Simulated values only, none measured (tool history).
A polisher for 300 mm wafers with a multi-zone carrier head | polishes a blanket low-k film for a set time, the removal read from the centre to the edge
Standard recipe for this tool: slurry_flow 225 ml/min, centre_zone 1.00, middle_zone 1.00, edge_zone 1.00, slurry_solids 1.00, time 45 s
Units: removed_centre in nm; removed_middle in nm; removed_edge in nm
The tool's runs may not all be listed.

run	day	slurry_flow	centre_zone	middle_zone	edge_zone	slurry_solids	time	incoming thickness of the incoming film, nm	removed_centre	removed_middle	removed_edge
1	0.000	225	1.00	1.00	1.00	1.00	45	509.2	16.0	15.1	15.1
2	0.721	225	1.00	1.00	1.00	1.00	45	515.4	15.8	15.1	14.5
3	2.046	185	1.00	1.00	1.00	1.00	45	509.5	15.1	14.0	14.0
4	2.621	185	1.00	1.00	1.00	1.00	45	501.6	14.6	13.8	14.1
5	3.829	225	0.98	1.00	1.00	1.00	45	511.6	14.7	13.8	13.9
# day 4.046: worn pad replaced by a new one
6	4.454	225	0.98	1.00	1.00	1.00	45	506.1	16.2	15.4	15.2
7	5.608	225	0.98	1.00	1.00	1.00	45	512.1	15.9	15.0	14.9
# day 6.075: slurry nozzle cleaned
# day 6.817: centre zone pressure recalibrated
8	6.858	225	1.00	1.00	1.00	1.00	45	500.9	14.4	14.7	14.5
9	8.158	225	1.00	1.00	1.00	1.00	45	506.9	14.1	14.2	14.2
# day 8.446: worn pad replaced by a new one
10	8.779	225	1.00	1.00	1.00	1.00	45	503.5	15.3	15.5	15.3
11	10.200	165	1.00	1.10	1.00	0.80	33	517.4	9.5	10.3	9.5
12	11.196	225	1.00	0.96	1.00	1.15	45	510.2	15.7	14.9	15.6
13	11.800	225	1.00	1.06	1.00	0.80	34	506.5	9.9	10.5	10.0
14	12.308	225	1.00	1.00	1.00	1.00	45	511.8	14.3	14.5	14.3
# day 12.783: worn pad replaced by a new one
15	13.404	225	0.97	1.00	0.91	1.00	45	518.2	14.4	15.5	14.6
# day 13.504: edge zone pressure recalibrated
# day 13.946: carrier head's membrane replaced by a new one
16	14.846	225	1.00	0.95	0.93	1.00	57	506.6	19.0	17.9	18.2
17	15.654	225	1.00	1.00	1.00	1.30	60	509.0	21.3	21.7	21.5
18	16.279	260	1.00	1.00	1.07	1.00	30	509.6	9.8	10.0	10.1
19	17.225	225	1.00	1.06	1.00	0.80	34	507.7	9.9	10.4	9.7
20	17.775	255	1.11	1.00	1.06	1.00	45	504.0	16.1	14.3	14.5
# day 18.079: worn pad replaced by a new one
21	18.379	225	1.07	1.00	1.04	1.00	45	510.3	16.6	15.4	15.3

Results for each run, recomputed without the tool's hidden state and with each run's random variation untouched:
Unlogged tool condition in this case: removal rate lost through wear of the pad, %; slurry flow missing at the pad, %; deviation of the centre zone's pressure from its setpoint, %; deviation of the edge zone's pressure from its setpoint, %.
run	removed_centre	removed_middle	removed_edge
1	15.3	15.7	15.7
2	15.4	15.9	15.3
3	15.0	15.1	15.2
4	14.7	15.1	15.4
5	15.2	15.6	15.6
6	15.1	15.7	15.5
7	15.1	15.7	15.5
8	15.4	15.8	15.6
9	15.5	15.6	15.6
10	15.5	15.7	15.5
11	9.9	10.7	9.9
12	16.6	15.9	16.6
13	10.6	11.3	10.7
14	15.4	15.8	15.6
15	14.5	15.7	14.9
16	19.6	18.7	19.0
17	22.3	23.1	23.0
18	10.4	10.8	10.9
19	10.7	11.4	10.7
20	17.5	16.0	16.1
21	16.7	15.8	15.7
